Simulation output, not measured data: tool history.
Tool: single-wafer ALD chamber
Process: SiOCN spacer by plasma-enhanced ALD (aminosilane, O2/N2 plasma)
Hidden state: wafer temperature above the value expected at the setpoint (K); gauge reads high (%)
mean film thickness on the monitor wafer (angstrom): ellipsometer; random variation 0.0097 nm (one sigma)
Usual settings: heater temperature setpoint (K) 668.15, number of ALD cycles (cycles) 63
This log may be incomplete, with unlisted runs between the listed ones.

run	day	heater temperature setpoint (K)	number of ALD cycles (cycles)	wafers since the last listed run	hours since the last thermocouple change	hours since the gauge calibration	read-back reference wafer on the same gauge, thickness_nm	mean film thickness on the monitor wafer (angstrom)
1	0.000	668.15	63	0	869.7	144.2	4.110	38.82
# day 0.071: gauge calibrated
2	0.442	668.15	63	57	880.3	8.9	4.111	38.74
3	0.717	668.15	63	35	886.9	15.5	4.111	38.68
4	1.458	668.15	71	96	904.7	33.3	4.109	43.71
5	2.188	668.15	70	95	922.2	50.8	4.111	43.07
6	2.633	677.15	63	58	932.9	61.5	4.111	38.30
7	3.104	677.15	63	61	944.2	72.8	4.108	38.28
8	3.762	668.15	59	85	960.0	88.6	4.112	36.08
9	4.196	668.15	63	56	970.4	99.0	4.108	38.82
10	4.808	668.15	69	79	985.1	113.7	4.109	42.73
# day 5.342: thermocouple changed; heater temperature recalibrated
11	5.362	660.15	73	28	0.5	127.0	4.108	44.96
12	5.379	653.15	63	2	0.9	127.4	4.108	38.55
13	5.729	678.15	63	45	9.3	135.8	4.109	38.27
14	6.146	657.15	73	54	19.3	145.8	4.111	44.82
# day 6.454: gauge calibrated
15	6.829	668.15	63	89	35.7	9.0	4.110	38.71
16	7.396	659.15	67	73	49.3	22.6	4.109	41.48
17	7.867	674.15	52	61	60.6	33.9	4.112	31.91
18	8.204	679.15	55	43	68.7	42.0	4.109	33.07
19	8.696	668.15	63	64	80.5	53.8	4.109	38.80

4 options for the next run, each taken on its own from the tool as it stands now. Forecast them:
A	8.717	657.15	63	2	81.0	54.3	?	?
B	8.717	679.15	58	2	81.0	54.3	?	?
C	8.717	658.15	72	2	81.0	54.3	?	?
D	8.717	668.15	74	2	81.0	54.3	?	?

run	read-back reference wafer on the same gauge, thickness_nm	mean film thickness on the monitor wafer (angstrom)
A	4.109	38.94
B	4.109	35.16
C	4.109	44.50
D	4.109	45.74
With no hidden state in the tool, these same runs would have given:
run	mean film thickness on the monitor wafer (angstrom)
A	38.94
B	35.16
C	44.50
D	45.74
